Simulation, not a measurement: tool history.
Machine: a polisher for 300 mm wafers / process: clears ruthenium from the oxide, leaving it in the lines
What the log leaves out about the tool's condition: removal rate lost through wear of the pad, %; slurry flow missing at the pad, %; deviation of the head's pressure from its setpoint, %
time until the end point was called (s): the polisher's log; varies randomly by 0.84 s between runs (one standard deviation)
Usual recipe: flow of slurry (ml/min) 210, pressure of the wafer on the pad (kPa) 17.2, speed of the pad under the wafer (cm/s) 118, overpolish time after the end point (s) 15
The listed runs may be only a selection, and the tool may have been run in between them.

| run | day | flow of slurry (ml/min) | pressure of the wafer on the pad (kPa) | speed of the pad under the wafer (cm/s) | overpolish time after the end point (s) | wafers since the last listed run | wafers polished on this pad | hours since the slurry nozzle was cleaned | hours since the head pressure was calibrated | incoming thickness of the incoming film, nm | time until the end point was called (s) |
|---|---|---|---|---|---|---|---|---|---|---|---|
| 1 | 0 | 210 | 17.2 | 118 | 15 | 0 | 60 | 778.5 | 600.4 | 179.9 | 96.9 |
| 2 | 1.046 | 210 | 17.2 | 118 | 15 | 276 | 337 | 803.6 | 625.5 | 178.6 | 98.5 |
|  | 1.725 | slurry nozzle cleaned |
|  | 1.996 | head pressure recalibrated |
| 3 | 2.179 | 210 | 17.2 | 118 | 15 | 266 | 603 | 10.9 | 4.4 | 180.4 | 108.9 |
| 4 | 5.833 | 210 | 17.2 | 118 | 15 | 965 | 1569 | 98.6 | 92.1 | 178.8 | 107.4 |
| 5 | 6.388 | 210 | 17.2 | 118 | 12 | 146 | 1716 | 111.9 | 105.4 | 178 | 109.3 |
| 6 | 7.767 | 210 | 17.2 | 118 | 12 | 364 | 2080 | 145 | 138.5 | 179.8 | 110.1 |
| 7 | 8.438 | 210 | 17.2 | 118 | 12 | 177 | 2258 | 161.1 | 154.6 | 178.4 | 107.9 |
| 8 | 9.196 | 210 | 17.2 | 118 | 15 | 200 | 2458 | 179.3 | 172.8 | 179.3 | 108.6 |
|  | 9.629 | worn pad replaced by a new one |
| 9 | 10.121 | 210 | 17.2 | 128 | 15 | 200 | 129 | 201.5 | 195 | 181.1 | 94 |
| 10 | 11.075 | 210 | 17.2 | 128 | 15 | 252 | 381 | 224.4 | 217.9 | 178.4 | 93.3 |
| 11 | 12.288 | 210 | 17.2 | 118 | 15 | 320 | 702 | 253.5 | 247 | 177.1 | 100.5 |
| 12 | 13.262 | 210 | 17.2 | 118 | 15 | 257 | 960 | 276.9 | 270.4 | 177.9 | 103.1 |
| 13 | 14.579 | 210 | 17.2 | 104 | 15 | 348 | 1308 | 308.5 | 302 | 180.8 | 120.5 |
| 14 | 15.4 | 210 | 17.2 | 104 | 15 | 216 | 1525 | 328.2 | 321.7 | 180.3 | 120.3 |
| 15 | 16.388 | 210 | 14.5 | 98 | 15 | 261 | 1786 | 351.9 | 345.4 | 183 | 150.3 |
| 16 | 17.4 | 145 | 22.8 | 132 | 9 | 267 | 2053 | 376.2 | 369.7 | 177.1 | 74.8 |
| 17 | 18.708 | 210 | 17.2 | 118 | 15 | 345 | 2399 | 407.6 | 401.1 | 179.9 | 105.9 |
| 18 | 19.262 | 275 | 17.2 | 118 | 15 | 146 | 2546 | 420.9 | 414.4 | 178.9 | 103.3 |
|  | 20.292 | worn pad replaced by a new one |
| 19 | 22.617 | 180 | 17.2 | 142 | 11 | 842 | 614 | 501.4 | 494.9 | 180.3 | 85.8 |
| 20 | 27.1 | 210 | 17.2 | 118 | 15 | 1185 | 1800 | 609 | 602.5 | 177.7 | 103.3 |
|  | 29.154 | head pressure recalibrated |
| 21 | 30.825 | 210 | 17.2 | 106 | 15 | 962 | 2762 | 698.4 | 40.1 | 182.8 | 128.3 |
|  | 31.379 | worn pad replaced by a new one |
| 22 | 31.4 | 210 | 17.2 | 118 | 15 | 107 | 5 | 712.2 | 53.9 | 179.8 | 101.1 |
| 23 | 32.55 | 210 | 13.1 | 118 | 15 | 304 | 309 | 739.8 | 81.5 | 179.6 | 132.4 |
|  | 32.8 | slurry nozzle cleaned |
| 24 | 33.158 | 210 | 17.2 | 118 | 15 | 149 | 458 | 8.6 | 96.1 | 180.7 | 105 |
| 25 | 34.125 | 165 | 17.2 | 118 | 15 | 255 | 714 | 31.8 | 119.3 | 177 | 106.4 |
| 26 | 34.754 | 260 | 17.2 | 118 | 15 | 166 | 880 | 46.9 | 134.4 | 177.2 | 102.2 |
| 27 | 35.612 | 210 | 22.1 | 118 | 8 | 226 | 1107 | 67.5 | 155 | 182.2 | 85 |
| 28 | 36.6 | 180 | 17.2 | 152 | 15 | 261 | 1368 | 91.2 | 178.7 | 181 | 83.3 |
| 29 | 37.362 | 210 | 17.2 | 118 | 15 | 201 | 1570 | 109.5 | 197 | 177.5 | 104.9 |
| 30 | 38.792 | 210 | 14.5 | 98 | 15 | 377 | 1948 | 143.8 | 231.3 | 178.9 | 149.9 |
| 31 | 39.396 | 240 | 17.2 | 118 | 10 | 159 | 2107 | 158.3 | 245.8 | 180.1 | 104.8 |
| 32 | 39.9 | 210 | 17.2 | 118 | 15 | 133 | 2241 | 170.4 | 257.9 | 179.9 | 107.5 |
| 33 | 40.683 | 210 | 17.2 | 118 | 15 | 207 | 2448 | 189.2 | 276.7 | 182.4 | 107.9 |
| 34 | 42.129 | 275 | 20.7 | 102 | 10 | 382 | 2830 | 223.9 | 311.4 | 180.6 | 100.1 |
|  | 42.492 | worn pad replaced by a new one |
| 35 | 42.979 | 210 | 17.2 | 118 | 17 | 180 | 129 | 244.3 | 331.8 | 179 | 97.9 |
| 36 | 43.517 | 155 | 14.5 | 106 | 15 | 142 | 271 | 257.2 | 344.7 | 177.5 | 134 |
| 37 | 47.008 | 210 | 17.2 | 118 | 15 | 923 | 1194 | 341 | 428.5 | 181.1 | 104.2 |

Give the tool's hidden conditions for every run:
slurry flow missing at the pad, %: 0 in every run
H1: removal rate lost through wear of the pad, %
H2: deviation of the head's pressure from its setpoint, %
| run | H1 | H2 |
|---|---|---|
| 1 | 1.66 | 10.4 |
| 2 | 3.76 | 10.5 |
| 3 | 5.46 | 0.254 |
| 4 | 8.43 | 3.64 |
| 5 | 8.67 | 4.05 |
| 6 | 9.14 | 4.99 |
| 7 | 9.32 | 5.41 |
| 8 | 9.48 | 5.84 |
| 9 | 2.12 | 6.33 |
| 10 | 3.93 | 6.79 |
| 11 | 5.65 | 7.32 |
| 12 | 6.67 | 7.7 |
| 13 | 7.69 | 8.16 |
| 14 | 8.16 | 8.42 |
| 15 | 8.61 | 8.7 |
| 16 | 8.96 | 8.96 |
| 17 | 9.29 | 9.27 |
| 18 | 9.4 | 9.39 |
| 19 | 5.14 | 9.98 |
| 20 | 8.54 | 10.5 |
| 21 | 9.46 | 1.48 |
| 22 | 0.137 | 2.01 |
| 23 | 2.55 | 2.99 |
| 24 | 3.55 | 3.46 |
| 25 | 4.84 | 4.16 |
| 26 | 5.52 | 4.58 |
| 27 | 6.27 | 5.11 |
| 28 | 6.95 | 5.67 |
| 29 | 7.36 | 6.07 |
| 30 | 7.94 | 6.74 |
| 31 | 8.12 | 7 |
| 32 | 8.26 | 7.2 |
| 33 | 8.43 | 7.49 |
| 34 | 8.67 | 7.98 |
| 35 | 2.47 | 8.24 |
| 36 | 3.54 | 8.39 |
| 37 | 7.75 | 9.2 |
